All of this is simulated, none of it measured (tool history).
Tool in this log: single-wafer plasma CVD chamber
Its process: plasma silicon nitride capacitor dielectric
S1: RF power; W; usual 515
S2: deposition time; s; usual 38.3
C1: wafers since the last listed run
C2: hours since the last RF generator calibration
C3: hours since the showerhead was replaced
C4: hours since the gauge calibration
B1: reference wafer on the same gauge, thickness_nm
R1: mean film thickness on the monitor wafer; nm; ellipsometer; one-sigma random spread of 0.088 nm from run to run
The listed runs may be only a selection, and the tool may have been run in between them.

| run | day | S1 | S2 | C1 | C2 | C3 | C4 | B1 | R1 |
|---|---|---|---|---|---|---|---|---|---|
| 1 | 0.000 | 515 | 38.3 | 0 | 2140.7 | 6203.9 | 55.8 | 50.354 | 58.389 |
| 2 | 0.642 | 515 | 41.0 | 206 | 2156.1 | 6219.3 | 71.2 | 50.318 | 62.609 |
| 3 | 1.275 | 515 | 40.3 | 203 | 2171.3 | 6234.5 | 86.4 | 50.332 | 61.531 |
| 4 | 1.583 | 515 | 40.3 | 99 | 2178.7 | 6241.9 | 93.8 | 50.300 | 61.518 |
| 5 | 1.921 | 515 | 40.3 | 108 | 2186.8 | 6250.0 | 101.9 | 50.302 | 61.420 |
| 6 | 2.467 | 515 | 38.3 | 175 | 2199.9 | 6263.1 | 115.0 | 50.247 | 58.360 |
|  | 3.067 | showerhead replaced |
| 7 | 3.088 | 515 | 38.3 | 92 | 2214.8 | 0.5 | 129.9 | 50.215 | 58.248 |
| 8 | 3.512 | 515 | 40.3 | 136 | 2225.0 | 10.7 | 140.1 | 50.188 | 61.288 |
| 9 | 3.992 | 605 | 38.3 | 154 | 2236.5 | 22.2 | 151.6 | 50.178 | 61.402 |
| 10 | 4.638 | 600 | 38.3 | 207 | 2252.0 | 37.7 | 167.1 | 50.065 | 61.114 |
| 11 | 5.329 | 575 | 34.6 | 222 | 2268.6 | 54.3 | 183.7 | 50.023 | 54.320 |
|  | 5.804 | RF generator calibrated |
|  | 6.162 | gauge calibrated |
| 12 | 7.033 | 515 | 38.3 | 440 | 29.5 | 95.2 | 20.9 | 50.345 | 58.517 |
| 13 | 7.300 | 415 | 42.8 | 85 | 35.9 | 101.6 | 27.3 | 50.359 | 60.853 |
| 14 | 7.604 | 515 | 38.3 | 97 | 43.2 | 108.9 | 34.6 | 50.381 | 58.493 |
| 15 | 7.933 | 445 | 38.3 | 105 | 51.1 | 116.8 | 42.5 | 50.343 | 55.724 |

Below, some changes in R1 between adjacent runs. For each, the amount present without the hidden state too (settings, incoming material, random variation) and the amount remaining for the hidden state with gauge scatter not shared by both compared results:
The hidden state here: delivered RF power above the setpoint (%); gauge reads high (%).
Run 10 -> 11: S1 600 -> 575, S2 38.3 -> 34.6. R1 -6.794 nm: hidden state -0.027, all else -6.767.
Run 11 -> 12: S1 575 -> 515, S2 34.6 -> 38.3, RF generator calibrated, gauge calibrated. R1 +4.197 nm: hidden state +0.353, all else +3.844.
